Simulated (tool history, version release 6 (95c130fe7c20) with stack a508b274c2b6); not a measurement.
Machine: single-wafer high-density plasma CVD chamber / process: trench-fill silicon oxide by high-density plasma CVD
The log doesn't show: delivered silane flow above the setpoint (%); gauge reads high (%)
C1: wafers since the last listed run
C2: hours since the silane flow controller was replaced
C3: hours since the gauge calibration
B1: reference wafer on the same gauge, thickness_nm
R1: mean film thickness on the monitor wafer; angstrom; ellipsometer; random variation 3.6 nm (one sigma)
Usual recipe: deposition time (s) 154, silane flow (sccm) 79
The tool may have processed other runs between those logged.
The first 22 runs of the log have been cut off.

run 23 hour=616.1 | deposition_time_(s)=154 silane_flow_(sccm)=79 | C1=190 C2=3228.7 C3=1119.8 | B1=1249.613 | R1=11407.70
run 24 hour=690.9 | deposition_time_(s)=175 silane_flow_(sccm)=69 | C1=568 C2=3303.5 C3=1194.6 | B1=1250.748 | R1=11649.61
run 25 hour=714.8 | deposition_time_(s)=178 silane_flow_(sccm)=79 | C1=181 C2=3327.4 C3=1218.5 | B1=1249.792 | R1=13192.36
run 26 hour=743.2 | deposition_time_(s)=169 silane_flow_(sccm)=74 | C1=215 C2=3355.8 C3=1246.9 | B1=1251.925 | R1=11857.97
run 27 hour=772.0 | deposition_time_(s)=135 silane_flow_(sccm)=72 | C1=218 C2=3384.6 C3=1275.7 | B1=1250.858 | R1=9237.56
run 28 hour=797.0 | deposition_time_(s)=139 silane_flow_(sccm)=93 | C1=190 C2=3409.6 C3=1300.7 | B1=1250.332 | R1=11601.31
-- hour=801.6 gauge calibrated
-- hour=881.2 silane flow controller replaced
run 29 hour=881.7 | deposition_time_(s)=170 silane_flow_(sccm)=83 | C1=583 C2=0.5 C3=80.1 | B1=1250.280 | R1=13527.91
run 30 hour=893.8 | deposition_time_(s)=154 silane_flow_(sccm)=79 | C1=91 C2=12.6 C3=92.2 | B1=1250.195 | R1=11717.15
run 31 hour=928.7 | deposition_time_(s)=178 silane_flow_(sccm)=89 | C1=265 C2=47.5 C3=127.1 | B1=1249.056 | R1=14873.84
run 32 hour=951.1 | deposition_time_(s)=154 silane_flow_(sccm)=79 | C1=170 C2=69.9 C3=149.5 | B1=1249.360 | R1=11784.61
run 33 hour=980.3 | deposition_time_(s)=126 silane_flow_(sccm)=64 | C1=222 C2=99.1 C3=178.7 | B1=1249.145 | R1=8316.13
run 34 hour=1008.8 | deposition_time_(s)=170 silane_flow_(sccm)=79 | C1=216 C2=127.6 C3=207.2 | B1=1249.984 | R1=12940.65
run 35 hour=1082.8 | deposition_time_(s)=154 silane_flow_(sccm)=79 | C1=562 C2=201.6 C3=281.2 | B1=1250.711 | R1=11767.66
run 36 hour=1113.2 | deposition_time_(s)=170 silane_flow_(sccm)=69 | C1=231 C2=232.0 C3=311.6 | B1=1250.467 | R1=11767.53
run 37 hour=1146.0 | deposition_time_(s)=171 silane_flow_(sccm)=93 | C1=249 C2=264.8 C3=344.4 | B1=1249.574 | R1=14690.77
run 38 hour=1171.4 | deposition_time_(s)=167 silane_flow_(sccm)=93 | C1=193 C2=290.2 C3=369.8 | B1=1250.991 | R1=14474.64
run 39 hour=1185.9 | deposition_time_(s)=154 silane_flow_(sccm)=79 | C1=110 C2=304.7 C3=384.3 | B1=1251.058 | R1=11813.46
run 40 hour=1213.2 | deposition_time_(s)=154 silane_flow_(sccm)=71 | C1=207 C2=332.0 C3=411.6 | B1=1249.768 | R1=10892.32
run 41 hour=1232.9 | deposition_time_(s)=174 silane_flow_(sccm)=87 | C1=149 C2=351.7 C3=431.3 | B1=1250.434 | R1=14320.77

Each row is a separate what-if for the run after 41, all from the same tool condition, not one after another. Results?
run A hour=1233.3 | deposition_time_(s)=184 silane_flow_(sccm)=79 | C1=3 C2=352.1 C3=431.7 | B1=? | R1=?
run B hour=1233.3 | deposition_time_(s)=128 silane_flow_(sccm)=83 | C1=3 C2=352.1 C3=431.7 | B1=? | R1=?
run C hour=1233.3 | deposition_time_(s)=183 silane_flow_(sccm)=93 | C1=3 C2=352.1 C3=431.7 | B1=? | R1=?
run D hour=1233.3 | deposition_time_(s)=154 silane_flow_(sccm)=74 | C1=3 C2=352.1 C3=431.7 | B1=? | R1=?

run=A B1=1249.431 R1=14028.97
run=B B1=1249.431 R1=10126.93
run=C B1=1249.431 R1=15792.40
run=D B1=1249.431 R1=11188.73
Without the tool's hidden state the same runs would have given:
run=A R1=14038.15
run=B R1=10133.56
run=C R1=15802.73
run=D R1=11196.06

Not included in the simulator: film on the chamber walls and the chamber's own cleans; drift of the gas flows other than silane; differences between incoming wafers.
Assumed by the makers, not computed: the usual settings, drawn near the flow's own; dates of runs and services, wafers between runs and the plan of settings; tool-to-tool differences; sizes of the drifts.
